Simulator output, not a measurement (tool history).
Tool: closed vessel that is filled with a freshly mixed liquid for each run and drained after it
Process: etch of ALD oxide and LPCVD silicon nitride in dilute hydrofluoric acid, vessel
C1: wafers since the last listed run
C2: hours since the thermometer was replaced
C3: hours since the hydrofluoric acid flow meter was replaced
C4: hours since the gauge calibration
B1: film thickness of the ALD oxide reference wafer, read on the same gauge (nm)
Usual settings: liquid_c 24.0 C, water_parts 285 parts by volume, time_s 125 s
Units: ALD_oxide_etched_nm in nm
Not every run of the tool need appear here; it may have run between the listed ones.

{"run": 1, "day": 0.0, "liquid_c": 24.0, "water_parts": 285, "time_s": 125, "C1": 0, "C2": 2476.7, "C3": 738.1, "C4": 91.7, "B1": 49.98, "ALD_oxide_etched_nm": 5.49}
{"run": 2, "day": 1.0, "liquid_c": 24.0, "water_parts": 285, "time_s": 125, "C1": 2932, "C2": 2500.7, "C3": 762.1, "C4": 115.7, "B1": 49.99, "ALD_oxide_etched_nm": 5.56}
{"run": 3, "day": 2.288, "liquid_c": 24.0, "water_parts": 285, "time_s": 125, "C1": 3775, "C2": 2531.6, "C3": 793.0, "C4": 146.6, "B1": 49.97, "ALD_oxide_etched_nm": 5.48}
{"run": 4, "day": 3.212, "liquid_c": 24.0, "water_parts": 285, "time_s": 125, "C1": 2712, "C2": 2553.8, "C3": 815.2, "C4": 168.8, "B1": 50.01, "ALD_oxide_etched_nm": 5.52}
{"run": 5, "day": 4.392, "liquid_c": 24.0, "water_parts": 285, "time_s": 180, "C1": 3458, "C2": 2582.1, "C3": 843.5, "C4": 197.1, "B1": 50.02, "ALD_oxide_etched_nm": 7.92}
{"run": 6, "day": 5.379, "liquid_c": 21.5, "water_parts": 285, "time_s": 125, "C1": 2896, "C2": 2605.8, "C3": 867.2, "C4": 220.8, "B1": 50.0, "ALD_oxide_etched_nm": 5.04}
{"run": 7, "day": 6.812, "liquid_c": 24.0, "water_parts": 285, "time_s": 125, "C1": 4203, "C2": 2640.2, "C3": 901.6, "C4": 255.2, "B1": 49.99, "ALD_oxide_etched_nm": 5.4}
{"run": 8, "day": 7.979, "liquid_c": 24.0, "water_parts": 285, "time_s": 125, "C1": 3421, "C2": 2668.2, "C3": 929.6, "C4": 283.2, "B1": 50.01, "ALD_oxide_etched_nm": 5.45}
{"day": 8.308, "done": "thermometer replaced"}
{"run": 9, "day": 10.862, "liquid_c": 24.0, "water_parts": 285, "time_s": 125, "C1": 8333, "C2": 61.3, "C3": 998.8, "C4": 352.4, "B1": 49.98, "ALD_oxide_etched_nm": 5.38}
{"run": 10, "day": 11.496, "liquid_c": 29.0, "water_parts": 340, "time_s": 170, "C1": 1857, "C2": 76.5, "C3": 1014.0, "C4": 367.6, "B1": 49.99, "ALD_oxide_etched_nm": 6.87}
{"run": 11, "day": 12.717, "liquid_c": 24.0, "water_parts": 285, "time_s": 125, "C1": 3580, "C2": 105.8, "C3": 1043.3, "C4": 396.9, "B1": 50.0, "ALD_oxide_etched_nm": 5.29}
{"run": 12, "day": 13.362, "liquid_c": 24.0, "water_parts": 285, "time_s": 125, "C1": 1894, "C2": 121.3, "C3": 1058.8, "C4": 412.4, "B1": 49.99, "ALD_oxide_etched_nm": 5.31}
{"run": 13, "day": 14.004, "liquid_c": 24.0, "water_parts": 285, "time_s": 125, "C1": 1881, "C2": 136.7, "C3": 1074.2, "C4": 427.8, "B1": 49.99, "ALD_oxide_etched_nm": 5.42}
{"run": 14, "day": 14.979, "liquid_c": 24.0, "water_parts": 420, "time_s": 125, "C1": 2859, "C2": 160.1, "C3": 1097.6, "C4": 451.2, "B1": 49.98, "ALD_oxide_etched_nm": 3.14}
{"day": 15.446, "done": "hydrofluoric acid flow meter replaced"}
{"run": 15, "day": 15.762, "liquid_c": 24.0, "water_parts": 355, "time_s": 195, "C1": 2175, "C2": 178.9, "C3": 7.6, "C4": 470.0, "B1": 49.98, "ALD_oxide_etched_nm": 7.26}
{"day": 16.079, "done": "gauge calibrated"}
{"run": 16, "day": 18.079, "liquid_c": 19.5, "water_parts": 285, "time_s": 125, "C1": 6794, "C2": 234.5, "C3": 63.2, "C4": 48.0, "B1": 49.97, "ALD_oxide_etched_nm": 5.12}
{"run": 17, "day": 18.717, "liquid_c": 24.0, "water_parts": 200, "time_s": 150, "C1": 1869, "C2": 249.8, "C3": 78.5, "C4": 63.3, "B1": 49.97, "ALD_oxide_etched_nm": 11.59}
{"run": 18, "day": 20.092, "liquid_c": 24.0, "water_parts": 285, "time_s": 125, "C1": 4032, "C2": 282.8, "C3": 111.5, "C4": 96.3, "B1": 49.99, "ALD_oxide_etched_nm": 6.14}
{"run": 19, "day": 20.612, "liquid_c": 25.5, "water_parts": 245, "time_s": 125, "C1": 1527, "C2": 295.3, "C3": 124.0, "C4": 108.8, "B1": 50.0, "ALD_oxide_etched_nm": 7.64}
{"run": 20, "day": 21.45, "liquid_c": 24.0, "water_parts": 285, "time_s": 125, "C1": 2456, "C2": 315.4, "C3": 144.1, "C4": 128.9, "B1": 50.0, "ALD_oxide_etched_nm": 6.14}
{"run": 21, "day": 22.329, "liquid_c": 24.0, "water_parts": 285, "time_s": 160, "C1": 2578, "C2": 336.5, "C3": 165.2, "C4": 150.0, "B1": 50.01, "ALD_oxide_etched_nm": 7.78}
{"run": 22, "day": 23.283, "liquid_c": 27.0, "water_parts": 285, "time_s": 55, "C1": 2798, "C2": 359.4, "C3": 188.1, "C4": 172.9, "B1": 50.02, "ALD_oxide_etched_nm": 2.93}
{"run": 23, "day": 24.062, "liquid_c": 24.0, "water_parts": 285, "time_s": 125, "C1": 2285, "C2": 378.1, "C3": 206.8, "C4": 191.6, "B1": 49.99, "ALD_oxide_etched_nm": 6.02}
{"run": 24, "day": 25.271, "liquid_c": 26.5, "water_parts": 285, "time_s": 125, "C1": 3543, "C2": 407.1, "C3": 235.8, "C4": 220.6, "B1": 50.02, "ALD_oxide_etched_nm": 6.54}
{"run": 25, "day": 25.842, "liquid_c": 26.0, "water_parts": 285, "time_s": 100, "C1": 1674, "C2": 420.8, "C3": 249.5, "C4": 234.3, "B1": 50.01, "ALD_oxide_etched_nm": 5.13}

Alternative continuations, all from the tool just after run 25; predict every row:
{"run": "A", "day": 25.871, "liquid_c": 24.0, "water_parts": 285, "time_s": 125, "C1": 85, "C2": 421.5, "C3": 250.2, "C4": 235.0, "B1": "?", "ALD_oxide_etched_nm": "?"}
{"run": "B", "day": 25.871, "liquid_c": 28.0, "water_parts": 285, "time_s": 125, "C1": 85, "C2": 421.5, "C3": 250.2, "C4": 235.0, "B1": "?", "ALD_oxide_etched_nm": "?"}
{"run": "C", "day": 25.871, "liquid_c": 24.0, "water_parts": 190, "time_s": 70, "C1": 85, "C2": 421.5, "C3": 250.2, "C4": 235.0, "B1": "?", "ALD_oxide_etched_nm": "?"}
{"run": "D", "day": 25.871, "liquid_c": 21.0, "water_parts": 320, "time_s": 165, "C1": 85, "C2": 421.5, "C3": 250.2, "C4": 235.0, "B1": "?", "ALD_oxide_etched_nm": "?"}
{"run": "E", "day": 25.871, "liquid_c": 22.0, "water_parts": 285, "time_s": 125, "C1": 85, "C2": 421.5, "C3": 250.2, "C4": 235.0, "B1": "?", "ALD_oxide_etched_nm": "?"}

run=A B1=50.03 ALD_oxide_etched_nm=6.10
run=B B1=50.03 ALD_oxide_etched_nm=6.98
run=C B1=50.03 ALD_oxide_etched_nm=5.66
run=D B1=50.03 ALD_oxide_etched_nm=6.23
run=E B1=50.03 ALD_oxide_etched_nm=5.68
Without the tool's hidden state the same runs would have given:
run=A ALD_oxide_etched_nm=6.35
run=B ALD_oxide_etched_nm=7.29
run=C ALD_oxide_etched_nm=5.89
run=D ALD_oxide_etched_nm=6.50
run=E ALD_oxide_etched_nm=5.92
